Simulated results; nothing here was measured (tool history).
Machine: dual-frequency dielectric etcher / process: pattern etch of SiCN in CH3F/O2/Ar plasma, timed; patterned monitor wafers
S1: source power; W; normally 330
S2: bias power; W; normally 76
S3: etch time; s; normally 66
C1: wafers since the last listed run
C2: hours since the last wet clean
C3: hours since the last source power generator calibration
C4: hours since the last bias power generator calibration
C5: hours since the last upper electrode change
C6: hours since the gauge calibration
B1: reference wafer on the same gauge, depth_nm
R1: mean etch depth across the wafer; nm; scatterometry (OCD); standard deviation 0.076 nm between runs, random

run 1 hour=0 | S1=330 S2=80 S3=66 | C1=0 C2=301.9 C3=2148.6 C4=3904 C5=2247.3 C6=173.1 | B1=23.58 | R1=24.08
run 2 hour=11.2 | S1=370 S2=76 S3=66 | C1=79 C2=313.1 C3=2159.8 C4=3915.2 C5=2258.5 C6=184.3 | B1=23.58 | R1=24.98
run 3 hour=19.3 | S1=370 S2=76 S3=66 | C1=57 C2=321.2 C3=2167.9 C4=3923.3 C5=2266.6 C6=192.4 | B1=23.6 | R1=24.97
run 4 hour=25.3 | S1=330 S2=76 S3=61.5 | C1=42 C2=327.2 C3=2173.9 C4=3929.3 C5=2272.6 C6=198.4 | B1=23.6 | R1=22.17
run 5 hour=34.2 | S1=330 S2=76 S3=66 | C1=62 C2=336.1 C3=2182.8 C4=3938.2 C5=2281.5 C6=207.3 | B1=23.61 | R1=23.7
run 6 hour=45.8 | S1=270 S2=76 S3=66 | C1=82 C2=347.7 C3=2194.4 C4=3949.8 C5=2293.1 C6=218.9 | B1=23.59 | R1=21.42
run 7 hour=52.3 | S1=270 S2=76 S3=66 | C1=45 C2=354.2 C3=2200.9 C4=3956.3 C5=2299.6 C6=225.4 | B1=23.61 | R1=21.22
run 8 hour=60.7 | S1=270 S2=76 S3=66 | C1=59 C2=362.6 C3=2209.3 C4=3964.7 C5=2308 C6=233.8 | B1=23.61 | R1=21.39
run 9 hour=78 | S1=310 S2=76 S3=55 | C1=122 C2=379.9 C3=2226.6 C4=3982 C5=2325.3 C6=251.1 | B1=23.62 | R1=18.98
-- hour=92.9 gauge calibrated
-- hour=112 upper electrode replaced
run 10 hour=112.5 | S1=330 S2=83 S3=66 | C1=74 C2=414.4 C3=2261.1 C4=4016.5 C5=0.5 C6=19.6 | B1=23.59 | R1=24.31
run 11 hour=112.8 | S1=330 S2=83 S3=66 | C1=2 C2=414.7 C3=2261.4 C4=4016.8 C5=0.8 C6=19.9 | B1=23.63 | R1=24.42
run 12 hour=113.2 | S1=330 S2=70 S3=66 | C1=2 C2=415.1 C3=2261.8 C4=4017.2 C5=1.2 C6=20.3 | B1=23.59 | R1=23.09
run 13 hour=121.6 | S1=330 S2=70 S3=66 | C1=59 C2=423.5 C3=2270.2 C4=4025.6 C5=9.6 C6=28.7 | B1=23.6 | R1=23.03
run 14 hour=133.1 | S1=330 S2=93 S3=47 | C1=81 C2=435 C3=2281.7 C4=4037.1 C5=21.1 C6=40.2 | B1=23.59 | R1=17.88
-- hour=164.1 wet clean of the chamber
run 15 hour=164.6 | S1=330 S2=76 S3=72 | C1=53 C2=0.5 C3=2313.2 C4=4068.6 C5=52.6 C6=71.7 | B1=23.64 | R1=25.73
run 16 hour=164.9 | S1=280 S2=64 S3=78 | C1=2 C2=0.8 C3=2313.5 C4=4068.9 C5=52.9 C6=72 | B1=23.6 | R1=24.28
run 17 hour=165.3 | S1=280 S2=76 S3=84.5 | C1=2 C2=1.2 C3=2313.9 C4=4069.3 C5=53.3 C6=72.4 | B1=23.59 | R1=27.79
run 18 hour=176.2 | S1=330 S2=76 S3=66 | C1=77 C2=12.1 C3=2324.8 C4=4080.2 C5=64.2 C6=83.3 | B1=23.58 | R1=23.57
-- hour=184.9 source power generator calibrated
run 19 hour=189.8 | S1=370 S2=60 S3=73 | C1=67 C2=25.7 C3=4.9 C4=4093.8 C5=77.8 C6=96.9 | B1=23.57 | R1=25.62
run 20 hour=206.7 | S1=330 S2=76 S3=66 | C1=119 C2=42.6 C3=21.8 C4=4110.7 C5=94.7 C6=113.8 | B1=23.61 | R1=23.7
run 21 hour=217.7 | S1=330 S2=60 S3=73.5 | C1=77 C2=53.6 C3=32.8 C4=4121.7 C5=105.7 C6=124.8 | B1=23.62 | R1=24.47
-- hour=237 bias power generator calibrated
run 22 hour=237.5 | S1=410 S2=90 S3=75 | C1=111 C2=73.4 C3=52.6 C4=0.5 C5=125.5 C6=144.6 | B1=23.63 | R1=31.64
run 23 hour=249.6 | S1=350 S2=87 S3=66 | C1=85 C2=85.5 C3=64.7 C4=12.6 C5=137.6 C6=156.7 | B1=23.57 | R1=25.43
run 24 hour=263.2 | S1=260 S2=83 S3=84.5 | C1=96 C2=99.1 C3=78.3 C4=26.2 C5=151.2 C6=170.3 | B1=23.61 | R1=27.5
run 25 hour=276.3 | S1=270 S2=76 S3=66 | C1=92 C2=112.2 C3=91.4 C4=39.3 C5=164.3 C6=183.4 | B1=23.6 | R1=21.29
run 26 hour=285.9 | S1=270 S2=76 S3=55 | C1=67 C2=121.8 C3=101 C4=48.9 C5=173.9 C6=193 | B1=23.62 | R1=17.77
run 27 hour=294.9 | S1=360 S2=76 S3=66 | C1=63 C2=130.8 C3=110 C4=57.9 C5=182.9 C6=202 | B1=23.6 | R1=24.56
run 28 hour=309.9 | S1=330 S2=76 S3=66 | C1=106 C2=145.8 C3=125 C4=72.9 C5=197.9 C6=217 | B1=23.6 | R1=23.72
run 29 hour=317.6 | S1=330 S2=76 S3=66 | C1=54 C2=153.5 C3=132.7 C4=80.6 C5=205.6 C6=224.7 | B1=23.63 | R1=23.61
run 30 hour=332.2 | S1=400 S2=64 S3=84.5 | C1=103 C2=168.1 C3=147.3 C4=95.2 C5=220.2 C6=239.3 | B1=23.59 | R1=31.6

What if the next run were any one of these 4? Each begins from the tool's condition after run 30:
run A hour=332.6 | S1=330 S2=76 S3=66 | C1=2 C2=168.5 C3=147.7 C4=95.6 C5=220.6 C6=239.7 | B1=? | R1=?
run B hour=332.6 | S1=370 S2=68 S3=66 | C1=2 C2=168.5 C3=147.7 C4=95.6 C5=220.6 C6=239.7 | B1=? | R1=?
run C hour=332.6 | S1=260 S2=88 S3=49 | C1=2 C2=168.5 C3=147.7 C4=95.6 C5=220.6 C6=239.7 | B1=? | R1=?
run D hour=332.6 | S1=330 S2=59 S3=49 | C1=2 C2=168.5 C3=147.7 C4=95.6 C5=220.6 C6=239.7 | B1=? | R1=?

run=A B1=23.6 R1=23.74
run=B B1=23.6 R1=24.24
run=C B1=23.6 R1=16.36
run=D B1=23.6 R1=16.27
With the hidden condition removed and each run's random variation left untouched, the same runs would have given:
run=A R1=23.74
run=B R1=24.24
run=C R1=16.36
run=D R1=16.27

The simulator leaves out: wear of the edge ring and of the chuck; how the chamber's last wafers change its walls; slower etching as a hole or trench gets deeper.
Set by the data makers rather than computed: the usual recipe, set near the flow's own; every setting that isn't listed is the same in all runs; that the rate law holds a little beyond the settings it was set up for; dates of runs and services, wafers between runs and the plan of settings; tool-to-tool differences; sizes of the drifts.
